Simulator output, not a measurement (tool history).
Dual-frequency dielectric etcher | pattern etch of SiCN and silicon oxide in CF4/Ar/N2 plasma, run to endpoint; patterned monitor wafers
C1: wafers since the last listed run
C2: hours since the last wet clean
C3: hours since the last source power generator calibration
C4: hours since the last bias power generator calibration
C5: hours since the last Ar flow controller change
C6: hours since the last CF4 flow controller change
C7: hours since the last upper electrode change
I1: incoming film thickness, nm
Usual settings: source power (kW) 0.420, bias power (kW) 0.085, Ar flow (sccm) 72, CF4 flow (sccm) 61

run 1 hour=0.0 | source_power_(kW)=0.420 bias_power_(kW)=0.085 Ar_flow_(sccm)=72 CF4_flow_(sccm)=61 | C1=0 C2=198.5 C3=137.7 C4=2607.6 C5=2583.7 C6=3937.9 C7=1897.3 | I1=15.06 | endpoint_time_(s)=17.4
run 2 hour=91.0 | source_power_(kW)=0.420 bias_power_(kW)=0.085 Ar_flow_(sccm)=72 CF4_flow_(sccm)=61 | C1=994 C2=289.5 C3=228.7 C4=2698.6 C5=2674.7 C6=4028.9 C7=1988.3 | I1=15.14 | endpoint_time_(s)=17.4
run 3 hour=144.8 | source_power_(kW)=0.420 bias_power_(kW)=0.085 Ar_flow_(sccm)=72 CF4_flow_(sccm)=61 | C1=588 C2=343.3 C3=282.5 C4=2752.4 C5=2728.5 C6=4082.7 C7=2042.1 | I1=15.30 | endpoint_time_(s)=17.6
run 4 hour=182.7 | source_power_(kW)=0.420 bias_power_(kW)=0.085 Ar_flow_(sccm)=72 CF4_flow_(sccm)=61 | C1=414 C2=381.2 C3=320.4 C4=2790.3 C5=2766.4 C6=4120.6 C7=2080.0 | I1=15.15 | endpoint_time_(s)=17.5
run 5 hour=271.0 | source_power_(kW)=0.420 bias_power_(kW)=0.085 Ar_flow_(sccm)=72 CF4_flow_(sccm)=61 | C1=965 C2=469.5 C3=408.7 C4=2878.6 C5=2854.7 C6=4208.9 C7=2168.3 | I1=15.20 | endpoint_time_(s)=17.6
run 6 hour=325.1 | source_power_(kW)=0.420 bias_power_(kW)=0.085 Ar_flow_(sccm)=72 CF4_flow_(sccm)=61 | C1=591 C2=523.6 C3=462.8 C4=2932.7 C5=2908.8 C6=4263.0 C7=2222.4 | I1=15.20 | endpoint_time_(s)=17.6
-- hour=449.6 wet clean of the chamber
run 7 hour=450.1 | source_power_(kW)=0.420 bias_power_(kW)=0.085 Ar_flow_(sccm)=72 CF4_flow_(sccm)=61 | C1=1104 C2=0.5 C3=587.8 C4=3057.7 C5=3033.8 C6=4388.0 C7=2347.4 | I1=15.03 | endpoint_time_(s)=17.3
run 8 hour=514.7 | source_power_(kW)=0.450 bias_power_(kW)=0.074 Ar_flow_(sccm)=72 CF4_flow_(sccm)=75 | C1=706 C2=65.1 C3=652.4 C4=3122.3 C5=3098.4 C6=4452.6 C7=2412.0 | I1=15.07 | endpoint_time_(s)=17.0
run 9 hour=609.1 | source_power_(kW)=0.450 bias_power_(kW)=0.105 Ar_flow_(sccm)=72 CF4_flow_(sccm)=61 | C1=1031 C2=159.5 C3=746.8 C4=3216.7 C5=3192.8 C6=4547.0 C7=2506.4 | I1=15.05 | endpoint_time_(s)=14.2
-- hour=627.4 bias power generator calibrated
run 10 hour=711.3 | source_power_(kW)=0.470 bias_power_(kW)=0.103 Ar_flow_(sccm)=77 CF4_flow_(sccm)=61 | C1=1073 C2=261.7 C3=849.0 C4=83.9 C5=3295.0 C6=4649.2 C7=2608.6 | I1=15.17 | endpoint_time_(s)=14.5
-- hour=776.5 upper electrode replaced
run 11 hour=935.4 | source_power_(kW)=0.420 bias_power_(kW)=0.085 Ar_flow_(sccm)=72 CF4_flow_(sccm)=61 | C1=2187 C2=485.8 C3=1073.1 C4=308.0 C5=3519.1 C6=4873.3 C7=158.9 | I1=15.12 | endpoint_time_(s)=17.9
run 12 hour=1005.8 | source_power_(kW)=0.500 bias_power_(kW)=0.085 Ar_flow_(sccm)=72 CF4_flow_(sccm)=61 | C1=769 C2=556.2 C3=1143.5 C4=378.4 C5=3589.5 C6=4943.7 C7=229.3 | I1=15.12 | endpoint_time_(s)=14.8

The next listed run, before its measurement:
-- hour=1038.7 Ar flow controller replaced
-- hour=1063.8 wet clean of the chamber
run 13 hour=1064.3 | source_power_(kW)=0.420 bias_power_(kW)=0.085 Ar_flow_(sccm)=72 CF4_flow_(sccm)=61 | C1=311 C2=0.5 C3=1202.0 C4=436.9 C5=25.6 C6=5002.2 C7=287.8 | I1=15.07 | endpoint_time_(s)=?

Run 13 gave endpoint time (s) 17.9.
Without the tool's hidden state the same run would have given endpoint time (s) 17.8.
